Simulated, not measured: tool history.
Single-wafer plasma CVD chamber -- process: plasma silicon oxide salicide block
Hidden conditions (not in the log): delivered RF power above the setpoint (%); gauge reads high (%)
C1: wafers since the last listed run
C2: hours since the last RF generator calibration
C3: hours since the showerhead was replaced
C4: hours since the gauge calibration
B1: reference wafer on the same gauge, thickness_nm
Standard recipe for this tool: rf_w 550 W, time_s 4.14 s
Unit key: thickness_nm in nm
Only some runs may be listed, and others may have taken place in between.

Run 1, hour 0.0: usual settings but rf_w 495 W, time_s 3.93 s; C1 0; C2 1976.2; C3 3656.5; C4 187.4; B1 35.818. Result: thickness_nm 38.636 nm.
Run 2, hour 17.4: usual settings but rf_w 495 W, time_s 3.93 s; C1 472; C2 1993.6; C3 3673.9; C4 204.8; B1 35.806. Result: thickness_nm 38.657 nm.
Run 3, hour 40.8: usual settings; C1 634; C2 2017.0; C3 3697.3; C4 228.2; B1 35.837. Result: thickness_nm 41.942 nm.
Run 4, hour 69.9: usual settings; C1 789; C2 2046.1; C3 3726.4; C4 257.3; B1 35.866. Result: thickness_nm 41.929 nm.
Run 5, hour 91.5: usual settings; C1 586; C2 2067.7; C3 3748.0; C4 278.9; B1 35.895. Result: thickness_nm 41.889 nm.
Run 6, hour 109.7: usual settings; C1 493; C2 2085.9; C3 3766.2; C4 297.1; B1 35.881. Result: thickness_nm 42.029 nm.
At hour 142.3: showerhead replaced.
Run 7, hour 142.8: usual settings; C1 681; C2 2119.0; C3 0.5; C4 330.2; B1 35.911. Result: thickness_nm 41.883 nm.
At hour 146.0: gauge calibrated.
Run 8, hour 158.7: usual settings; C1 431; C2 2134.9; C3 16.4; C4 12.7; B1 35.455. Result: thickness_nm 41.463 nm.
Run 9, hour 187.4: usual settings; C1 778; C2 2163.6; C3 45.1; C4 41.4; B1 35.550. Result: thickness_nm 41.501 nm.
Run 10, hour 199.5: usual settings but time_s 4.88 s; C1 328; C2 2175.7; C3 57.2; C4 53.5; B1 35.591. Result: thickness_nm 49.001 nm.
Run 11, hour 219.5: usual settings; C1 542; C2 2195.7; C3 77.2; C4 73.5; B1 35.650. Result: thickness_nm 41.699 nm.

Run 12 comes next. What will it give?
Run 12, hour 246.7: usual settings but rf_w 585 W; C1 738; C2 2222.9; C3 104.4; C4 100.7; B1 ?. Result: thickness_nm ?.

{"run 12": {"B1": 35.708, "thickness_nm": 42.482}}
If the tool had no hidden condition, the same run with the same run-to-run variation would have returned thickness_nm 42.128 nm.
